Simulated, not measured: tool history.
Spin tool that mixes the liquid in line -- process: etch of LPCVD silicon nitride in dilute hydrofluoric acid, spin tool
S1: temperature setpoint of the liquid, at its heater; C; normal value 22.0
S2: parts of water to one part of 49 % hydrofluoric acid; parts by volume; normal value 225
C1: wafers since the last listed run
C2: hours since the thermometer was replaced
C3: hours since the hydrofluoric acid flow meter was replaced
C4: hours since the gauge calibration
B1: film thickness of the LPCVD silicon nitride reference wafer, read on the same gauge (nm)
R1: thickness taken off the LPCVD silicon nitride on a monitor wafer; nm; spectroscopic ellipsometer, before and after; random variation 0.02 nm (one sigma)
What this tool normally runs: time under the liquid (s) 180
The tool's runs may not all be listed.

Run 1, hour 0.0: usual settings; C1 0; C2 1632.3; C3 1138.4; C4 936.6; B1 150.015. Result: R1 0.409 nm.
Run 2, hour 52.5: usual settings; C1 309; C2 1684.8; C3 1190.9; C4 989.1; B1 150.011. Result: R1 0.351 nm.
Run 3, hour 100.0: usual settings but S1 23.5 C, time under the liquid (s) 125; C1 279; C2 1732.3; C3 1238.4; C4 1036.6; B1 150.008. Result: R1 0.292 nm.
Run 4, hour 165.0: usual settings but S1 23.5 C, time under the liquid (s) 125; C1 382; C2 1797.3; C3 1303.4; C4 1101.6; B1 149.985. Result: R1 0.272 nm.
Run 5, hour 227.5: usual settings; C1 368; C2 1859.8; C3 1365.9; C4 1164.1; B1 150.015. Result: R1 0.372 nm.
Run 6, hour 290.7: usual settings; C1 372; C2 1923.0; C3 1429.1; C4 1227.3; B1 150.004. Result: R1 0.379 nm.
Run 7, hour 351.6: usual settings but time under the liquid (s) 210; C1 358; C2 1983.9; C3 1490.0; C4 1288.2; B1 150.026. Result: R1 0.449 nm.
Run 8, hour 406.7: usual settings but time under the liquid (s) 210; C1 324; C2 2039.0; C3 1545.1; C4 1343.3; B1 149.981. Result: R1 0.445 nm.
Run 9, hour 435.0: usual settings but time under the liquid (s) 105; C1 166; C2 2067.3; C3 1573.4; C4 1371.6; B1 149.985. Result: R1 0.227 nm.
Run 10, hour 501.1: usual settings but time under the liquid (s) 105; C1 389; C2 2133.4; C3 1639.5; C4 1437.7; B1 149.993. Result: R1 0.203 nm.
Run 11, hour 526.3: usual settings but time under the liquid (s) 105; C1 148; C2 2158.6; C3 1664.7; C4 1462.9; B1 150.034. Result: R1 0.223 nm.
Run 12, hour 593.8: usual settings but S2 145 parts by volume; C1 397; C2 2226.1; C3 1732.2; C4 1530.4; B1 149.948. Result: R1 0.533 nm.
At hour 625.5: gauge calibrated.
Run 13, hour 661.8: usual settings but S1 26.5 C; C1 400; C2 2294.1; C3 1800.2; C4 36.3; B1 149.998. Result: R1 0.508 nm.
Run 14, hour 728.6: usual settings but S1 24.5 C, S2 300 parts by volume, time under the liquid (s) 280; C1 393; C2 2360.9; C3 1867.0; C4 103.1; B1 149.973. Result: R1 0.494 nm.
Run 15, hour 761.5: usual settings but S1 25.0 C, S2 120 parts by volume, time under the liquid (s) 250; C1 193; C2 2393.8; C3 1899.9; C4 136.0; B1 149.987. Result: R1 1.120 nm.
Run 16, hour 786.7: usual settings; C1 148; C2 2419.0; C3 1925.1; C4 161.2; B1 149.965. Result: R1 0.383 nm.
Run 17, hour 855.5: usual settings but S1 23.5 C, S2 310 parts by volume, time under the liquid (s) 80; C1 405; C2 2487.8; C3 1993.9; C4 230.0; B1 149.992. Result: R1 0.136 nm.
At hour 887.1: thermometer replaced.
Run 18, hour 920.5: usual settings but S2 190 parts by volume; C1 376; C2 33.4; C3 2058.9; C4 295.0; B1 149.983. Result: R1 0.466 nm.
At hour 927.9: hydrofluoric acid flow meter replaced.
Run 19, hour 949.5: usual settings but time under the liquid (s) 135; C1 164; C2 62.4; C3 21.6; C4 324.0; B1 150.013. Result: R1 0.275 nm.
Run 20, hour 1017.5: usual settings but S2 140 parts by volume, time under the liquid (s) 270; C1 400; C2 130.4; C3 89.6; C4 392.0; B1 150.018. Result: R1 0.932 nm.
Run 21, hour 1048.3: usual settings but S1 23.5 C, S2 290 parts by volume, time under the liquid (s) 270; C1 181; C2 161.2; C3 120.4; C4 422.8; B1 149.997. Result: R1 0.479 nm.
Run 22, hour 1203.6: usual settings but S1 18.5 C, S2 185 parts by volume, time under the liquid (s) 280; C1 914; C2 316.5; C3 275.7; C4 578.1; B1 149.996. Result: R1 0.564 nm.
Run 23, hour 1288.6: usual settings; C1 500; C2 401.5; C3 360.7; C4 663.1; B1 149.977. Result: R1 0.390 nm.
Run 24, hour 1351.2: usual settings but S2 295 parts by volume; C1 368; C2 464.1; C3 423.3; C4 725.7; B1 149.987. Result: R1 0.265 nm.
Run 25, hour 1417.1: usual settings; C1 388; C2 530.0; C3 489.2; C4 791.6; B1 150.003. Result: R1 0.362 nm.
Run 26, hour 1486.7: usual settings but S1 20.0 C, S2 330 parts by volume, time under the liquid (s) 120; C1 409; C2 599.6; C3 558.8; C4 861.2; B1 150.012. Result: R1 0.148 nm.
Run 27, hour 1539.2: usual settings but S1 24.0 C, S2 160 parts by volume, time under the liquid (s) 245; C1 309; C2 652.1; C3 611.3; C4 913.7; B1 149.991. Result: R1 0.757 nm.
Run 28, hour 1597.5: usual settings but S1 26.0 C; C1 343; C2 710.4; C3 669.6; C4 972.0; B1 149.999. Result: R1 0.497 nm.
Run 29, hour 1636.6: usual settings but S1 19.0 C, S2 185 parts by volume, time under the liquid (s) 85; C1 230; C2 749.5; C3 708.7; C4 1011.1; B1 149.963. Result: R1 0.176 nm.
Run 30, hour 1684.2: usual settings but S1 26.0 C; C1 280; C2 797.1; C3 756.3; C4 1058.7; B1 150.025. Result: R1 0.494 nm.
Run 31, hour 1731.1: usual settings but S1 18.0 C, S2 120 parts by volume, time under the liquid (s) 270; C1 276; C2 844.0; C3 803.2; C4 1105.6; B1 149.988. Result: R1 0.770 nm.
Run 32, hour 1787.1: usual settings but S1 18.0 C, time under the liquid (s) 105; C1 329; C2 900.0; C3 859.2; C4 1161.6; B1 150.037. Result: R1 0.155 nm.

What if the next run were any one of these 4? Each begins from the tool's condition after run 32:
Run A, hour 1787.6: usual settings but time under the liquid (s) 215; C1 2; C2 900.5; C3 859.7; C4 1162.1; B1 ?. Result: R1 ?.
Run B, hour 1787.6: usual settings but S1 20.0 C, S2 275 parts by volume; C1 2; C2 900.5; C3 859.7; C4 1162.1; B1 ?. Result: R1 ?.
Run C, hour 1787.6: usual settings but S2 315 parts by volume; C1 2; C2 900.5; C3 859.7; C4 1162.1; B1 ?. Result: R1 ?.
Run D, hour 1787.6: usual settings but S1 26.5 C, S2 190 parts by volume; C1 2; C2 900.5; C3 859.7; C4 1162.1; B1 ?. Result: R1 ?.

run       B1     R1
  A  149.983  0.478
  B  149.983  0.290
  C  149.983  0.288
  D  149.983  0.628
Without the tool's hidden state the same runs would have given:
run     R1
  A  0.478
  B  0.290
  C  0.288
  D  0.628
